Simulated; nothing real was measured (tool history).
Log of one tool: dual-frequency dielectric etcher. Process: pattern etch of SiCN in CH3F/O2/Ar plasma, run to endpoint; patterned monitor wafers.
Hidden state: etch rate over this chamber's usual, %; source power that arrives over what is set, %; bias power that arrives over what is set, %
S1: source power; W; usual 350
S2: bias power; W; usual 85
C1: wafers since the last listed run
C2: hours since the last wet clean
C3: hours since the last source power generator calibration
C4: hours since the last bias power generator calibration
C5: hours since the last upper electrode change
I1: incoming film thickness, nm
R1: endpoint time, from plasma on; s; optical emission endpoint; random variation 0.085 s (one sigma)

{"run": 1, "day": 0.0, "S1": 350, "S2": 85, "C1": 0, "C2": 371, "C3": 4122, "C4": 2942.3, "C5": 2390.6, "I1": 10.33, "R1": 26.9}
{"run": 2, "day": 0.454, "S1": 350, "S2": 85, "C1": 131, "C2": 381.9, "C3": 4132.9, "C4": 2953.2, "C5": 2401.5, "I1": 10.57, "R1": 27.7}
{"run": 3, "day": 0.85, "S1": 350, "S2": 85, "C1": 114, "C2": 391.4, "C3": 4142.4, "C4": 2962.7, "C5": 2411, "I1": 10.54, "R1": 27.4}
{"run": 4, "day": 1.367, "S1": 350, "S2": 85, "C1": 149, "C2": 403.8, "C3": 4154.8, "C4": 2975.1, "C5": 2423.4, "I1": 10.49, "R1": 27.4}
{"run": 5, "day": 1.725, "S1": 390, "S2": 74, "C1": 103, "C2": 412.4, "C3": 4163.4, "C4": 2983.7, "C5": 2432, "I1": 10.47, "R1": 27.8}
{"run": 6, "day": 2.167, "S1": 350, "S2": 85, "C1": 127, "C2": 423, "C3": 4174, "C4": 2994.3, "C5": 2442.6, "I1": 10.46, "R1": 27.2}
{"run": 7, "day": 2.788, "S1": 350, "S2": 85, "C1": 179, "C2": 437.9, "C3": 4188.9, "C4": 3009.2, "C5": 2457.5, "I1": 10.58, "R1": 27.4}
{"run": 8, "day": 3.525, "S1": 350, "S2": 85, "C1": 212, "C2": 455.6, "C3": 4206.6, "C4": 3026.9, "C5": 2475.2, "I1": 10.52, "R1": 27.3}
{"run": 9, "day": 4.246, "S1": 350, "S2": 85, "C1": 207, "C2": 472.9, "C3": 4223.9, "C4": 3044.2, "C5": 2492.5, "I1": 10.49, "R1": 27.1}
{"run": 10, "day": 4.533, "S1": 350, "S2": 93, "C1": 82, "C2": 479.8, "C3": 4230.8, "C4": 3051.1, "C5": 2499.4, "I1": 10.44, "R1": 26}
{"run": 11, "day": 4.829, "S1": 350, "S2": 93, "C1": 85, "C2": 486.9, "C3": 4237.9, "C4": 3058.2, "C5": 2506.5, "I1": 10.41, "R1": 25.9}
{"run": 12, "day": 5.129, "S1": 350, "S2": 93, "C1": 86, "C2": 494.1, "C3": 4245.1, "C4": 3065.4, "C5": 2513.7, "I1": 10.4, "R1": 25.7}
{"day": 5.55, "done": "bias power generator calibrated"}
{"day": 6.483, "done": "wet clean of the chamber"}
{"run": 13, "day": 6.504, "S1": 350, "S2": 85, "C1": 79, "C2": 0.5, "C3": 4278.1, "C4": 22.9, "C5": 2546.7, "I1": 10.6, "R1": 28.6}
{"run": 14, "day": 6.517, "S1": 350, "S2": 85, "C1": 3, "C2": 0.8, "C3": 4278.4, "C4": 23.2, "C5": 2547, "I1": 10.44, "R1": 28.2}
{"run": 15, "day": 6.6, "S1": 350, "S2": 85, "C1": 24, "C2": 2.8, "C3": 4280.4, "C4": 25.2, "C5": 2549, "I1": 10.54, "R1": 28.4}
{"run": 16, "day": 7.125, "S1": 350, "S2": 85, "C1": 151, "C2": 15.4, "C3": 4293, "C4": 37.8, "C5": 2561.6, "I1": 10.4, "R1": 27.8}
{"run": 17, "day": 7.662, "S1": 390, "S2": 71, "C1": 155, "C2": 28.3, "C3": 4305.9, "C4": 50.7, "C5": 2574.5, "I1": 10.5, "R1": 29.3}
{"day": 7.975, "done": "source power generator calibrated"}
{"day": 9.017, "done": "upper electrode replaced"}
{"run": 18, "day": 9.038, "S1": 350, "S2": 85, "C1": 60, "C2": 61.3, "C3": 25.5, "C4": 83.7, "C5": 0.5, "I1": 10.5, "R1": 28.1}
{"run": 19, "day": 9.054, "S1": 370, "S2": 104, "C1": 4, "C2": 61.7, "C3": 25.9, "C4": 84.1, "C5": 0.9, "I1": 10.47, "R1": 25.3}
{"run": 20, "day": 9.138, "S1": 400, "S2": 67, "C1": 24, "C2": 63.7, "C3": 27.9, "C4": 86.1, "C5": 2.9, "I1": 10.48, "R1": 29.6}
{"run": 21, "day": 9.846, "S1": 350, "S2": 85, "C1": 204, "C2": 80.7, "C3": 44.9, "C4": 103.1, "C5": 19.9, "I1": 10.49, "R1": 28.1}
{"run": 22, "day": 10.304, "S1": 430, "S2": 105, "C1": 132, "C2": 91.7, "C3": 55.9, "C4": 114.1, "C5": 30.9, "I1": 10.52, "R1": 24}
{"run": 23, "day": 10.917, "S1": 380, "S2": 95, "C1": 176, "C2": 106.4, "C3": 70.6, "C4": 128.8, "C5": 45.6, "I1": 10.66, "R1": 26.4}
{"run": 24, "day": 12.446, "S1": 350, "S2": 68, "C1": 441, "C2": 143.1, "C3": 107.3, "C4": 165.5, "C5": 82.3, "I1": 10.55, "R1": 30.8}
{"run": 25, "day": 12.862, "S1": 390, "S2": 74, "C1": 120, "C2": 153.1, "C3": 117.3, "C4": 175.5, "C5": 92.3, "I1": 10.39, "R1": 28.2}
{"run": 26, "day": 13.167, "S1": 350, "S2": 85, "C1": 87, "C2": 160.4, "C3": 124.6, "C4": 182.8, "C5": 99.6, "I1": 10.5, "R1": 27.8}
{"run": 27, "day": 14.142, "S1": 400, "S2": 97, "C1": 281, "C2": 183.8, "C3": 148, "C4": 206.2, "C5": 123, "I1": 10.49, "R1": 25.1}
{"run": 28, "day": 14.492, "S1": 270, "S2": 105, "C1": 100, "C2": 192.2, "C3": 156.4, "C4": 214.6, "C5": 131.4, "I1": 10.42, "R1": 27.5}

4 ways to go on from here, each from the tool as it stands after run 28. What would each give?
{"run": "A", "day": 14.508, "S1": 350, "S2": 85, "C1": 4, "C2": 192.6, "C3": 156.8, "C4": 215, "C5": 131.8, "I1": 10.47, "R1": "?"}
{"run": "B", "day": 14.508, "S1": 400, "S2": 80, "C1": 4, "C2": 192.6, "C3": 156.8, "C4": 215, "C5": 131.8, "I1": 10.47, "R1": "?"}
{"run": "C", "day": 14.508, "S1": 410, "S2": 74, "C1": 4, "C2": 192.6, "C3": 156.8, "C4": 215, "C5": 131.8, "I1": 10.47, "R1": "?"}
{"run": "D", "day": 14.508, "S1": 390, "S2": 94, "C1": 4, "C2": 192.6, "C3": 156.8, "C4": 215, "C5": 131.8, "I1": 10.47, "R1": "?"}

run=A R1=27.7
run=B R1=27.2
run=C R1=27.8
run=D R1=25.7
Without the tool's hidden state the same runs would have given:
run=A R1=28.2
run=B R1=27.6
run=C R1=28.3
run=D R1=26.1
